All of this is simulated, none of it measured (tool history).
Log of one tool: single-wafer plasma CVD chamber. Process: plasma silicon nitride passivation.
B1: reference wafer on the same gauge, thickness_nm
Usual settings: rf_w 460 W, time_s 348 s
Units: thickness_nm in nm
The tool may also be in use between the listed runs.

{"run": 1, "day": 0.0, "rf_w": 460, "time_s": 322, "B1": 428.133, "thickness_nm": 441.865}
{"run": 2, "day": 0.546, "rf_w": 460, "time_s": 348, "B1": 427.907, "thickness_nm": 477.41}
{"run": 3, "day": 0.875, "rf_w": 460, "time_s": 348, "B1": 427.99, "thickness_nm": 476.432}
{"run": 4, "day": 2.854, "rf_w": 460, "time_s": 348, "B1": 427.763, "thickness_nm": 477.741}
{"run": 5, "day": 3.283, "rf_w": 460, "time_s": 348, "B1": 428.034, "thickness_nm": 477.314}
{"run": 6, "day": 3.933, "rf_w": 530, "time_s": 348, "B1": 428.08, "thickness_nm": 499.918}
{"run": 7, "day": 4.658, "rf_w": 460, "time_s": 348, "B1": 427.921, "thickness_nm": 478.268}
{"run": 8, "day": 5.354, "rf_w": 460, "time_s": 348, "B1": 428.261, "thickness_nm": 477.735}
{"run": 9, "day": 5.667, "rf_w": 460, "time_s": 348, "B1": 428.042, "thickness_nm": 477.477}
{"run": 10, "day": 6.188, "rf_w": 460, "time_s": 299, "B1": 427.786, "thickness_nm": 411.208}
{"day": 6.546, "done": "showerhead replaced"}
{"run": 11, "day": 6.567, "rf_w": 460, "time_s": 299, "B1": 427.647, "thickness_nm": 410.492}
{"run": 12, "day": 6.979, "rf_w": 460, "time_s": 299, "B1": 428.068, "thickness_nm": 410.53}
{"run": 13, "day": 7.338, "rf_w": 420, "time_s": 369, "B1": 428.093, "thickness_nm": 491.143}
{"day": 7.721, "done": "gauge calibrated"}
{"run": 14, "day": 7.933, "rf_w": 525, "time_s": 371, "B1": 428.156, "thickness_nm": 531.934}
{"run": 15, "day": 8.638, "rf_w": 490, "time_s": 386, "B1": 428.004, "thickness_nm": 539.443}
{"day": 9.533, "done": "RF generator calibrated"}
{"run": 16, "day": 9.554, "rf_w": 490, "time_s": 386, "B1": 428.086, "thickness_nm": 553.739}
{"run": 17, "day": 9.696, "rf_w": 460, "time_s": 348, "B1": 428.291, "thickness_nm": 490.244}
{"run": 18, "day": 10.15, "rf_w": 460, "time_s": 348, "B1": 427.908, "thickness_nm": 488.97}
{"run": 19, "day": 10.792, "rf_w": 390, "time_s": 348, "B1": 427.869, "thickness_nm": 464.545}
{"run": 20, "day": 11.154, "rf_w": 420, "time_s": 369, "B1": 428.132, "thickness_nm": 501.692}
{"run": 21, "day": 11.483, "rf_w": 500, "time_s": 322, "B1": 428.024, "thickness_nm": 463.339}
{"run": 22, "day": 12.183, "rf_w": 500, "time_s": 366, "B1": 427.919, "thickness_nm": 528.418}
{"run": 23, "day": 12.712, "rf_w": 420, "time_s": 369, "B1": 428.149, "thickness_nm": 502.211}
{"run": 24, "day": 13.358, "rf_w": 490, "time_s": 393, "B1": 428.177, "thickness_nm": 562.135}
{"run": 25, "day": 14.079, "rf_w": 425, "time_s": 376, "B1": 427.991, "thickness_nm": 513.522}
{"run": 26, "day": 14.408, "rf_w": 460, "time_s": 348, "B1": 428.046, "thickness_nm": 487.606}
{"run": 27, "day": 15.112, "rf_w": 385, "time_s": 389, "B1": 428.106, "thickness_nm": 515.046}
{"run": 28, "day": 15.471, "rf_w": 375, "time_s": 288, "B1": 428.114, "thickness_nm": 377.742}
{"run": 29, "day": 15.842, "rf_w": 550, "time_s": 389, "B1": 427.938, "thickness_nm": 576.531}
{"run": 30, "day": 16.242, "rf_w": 460, "time_s": 348, "B1": 427.931, "thickness_nm": 486.624}
{"run": 31, "day": 16.567, "rf_w": 505, "time_s": 325, "B1": 427.669, "thickness_nm": 468.122}
{"run": 32, "day": 16.875, "rf_w": 385, "time_s": 389, "B1": 427.95, "thickness_nm": 514.445}
{"run": 33, "day": 17.192, "rf_w": 535, "time_s": 394, "B1": 428.23, "thickness_nm": 575.777}
{"run": 34, "day": 18.475, "rf_w": 460, "time_s": 348, "B1": 428.036, "thickness_nm": 485.125}
{"run": 35, "day": 18.788, "rf_w": 375, "time_s": 368, "B1": 427.976, "thickness_nm": 480.486}
{"run": 36, "day": 19.188, "rf_w": 485, "time_s": 297, "B1": 427.866, "thickness_nm": 423.18}
{"run": 37, "day": 19.479, "rf_w": 460, "time_s": 348, "B1": 428.041, "thickness_nm": 485.536}
{"run": 38, "day": 20.088, "rf_w": 500, "time_s": 322, "B1": 427.885, "thickness_nm": 461.441}

What the log doesn't show, run by run:
gauge reads high (%): 0 in every run
H1: delivered RF power above the setpoint (%)
run=1 H1=-8.33
run=2 H1=-8.34
run=3 H1=-8.34
run=4 H1=-8.37
run=5 H1=-8.37
run=6 H1=-8.38
run=7 H1=-8.39
run=8 H1=-8.4
run=9 H1=-8.4
run=10 H1=-8.41
run=11 H1=-8.41
run=12 H1=-8.42
run=13 H1=-8.42
run=14 H1=-8.43
run=15 H1=-8.44
run=16 H1=-0.868
run=17 H1=-0.908
run=18 H1=-1.03
run=19 H1=-1.21
run=20 H1=-1.31
run=21 H1=-1.4
run=22 H1=-1.58
run=23 H1=-1.72
run=24 H1=-1.88
run=25 H1=-2.06
run=26 H1=-2.14
run=27 H1=-2.3
run=28 H1=-2.39
run=29 H1=-2.47
run=30 H1=-2.56
run=31 H1=-2.64
run=32 H1=-2.71
run=33 H1=-2.78
run=34 H1=-3.05
run=35 H1=-3.12
run=36 H1=-3.2
run=37 H1=-3.26
run=38 H1=-3.38

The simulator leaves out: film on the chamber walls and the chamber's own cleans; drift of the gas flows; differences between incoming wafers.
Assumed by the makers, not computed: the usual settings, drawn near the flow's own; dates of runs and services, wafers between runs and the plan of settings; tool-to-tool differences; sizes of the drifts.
